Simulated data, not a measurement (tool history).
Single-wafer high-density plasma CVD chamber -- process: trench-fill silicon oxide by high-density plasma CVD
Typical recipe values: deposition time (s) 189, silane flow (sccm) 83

run,day,deposition time (s),silane flow (sccm),wafers since the last listed run,hours since the silane flow controller was replaced,hours since the gauge calibration,"read-back reference wafer on the same gauge, thickness_nm",mean film thickness on the monitor wafer (angstrom)
1,0.000,189,83,0,3420.4,766.2,1289.776,15905.02
2,2.233,189,83,396,3474.0,819.8,1290.662,15970.03
3,3.454,189,83,216,3503.3,849.1,1289.529,15834.69
4,6.108,189,83,471,3567.0,912.8,1289.958,15970.56
5,7.688,189,83,280,3604.9,950.7,1290.786,15905.38
6,10.079,189,83,424,3662.3,1008.1,1290.655,15945.28
7,12.804,171,83,483,3727.7,1073.5,1290.498,14455.68
8,15.333,171,83,449,3788.4,1134.2,1289.647,14503.20
9,16.704,171,83,243,3821.3,1167.1,1290.486,14440.12
10,18.729,189,83,359,3869.9,1215.7,1290.796,15982.93
11,20.288,189,83,276,3907.3,1253.1,1288.591,16020.94
# day 22.412: silane flow controller replaced
12,22.433,189,83,321,0.5,1304.6,1290.337,15389.79
13,23.579,202,76,203,28.0,1332.1,1290.897,15161.65
14,24.771,213,75,211,56.6,1360.7,1290.264,15891.38

Estimate the outcome of run 15 from the log above:
15,27.121,189,83,417,113.0,1417.1,?,?

read-back reference wafer on the same gauge, thickness_nm: 1290.701
mean film thickness on the monitor wafer (angstrom): 15409.98
Were there no unlogged condition in the tool, this run, its random variation unchanged, would have produced mean film thickness on the monitor wafer (angstrom) 15399.68.
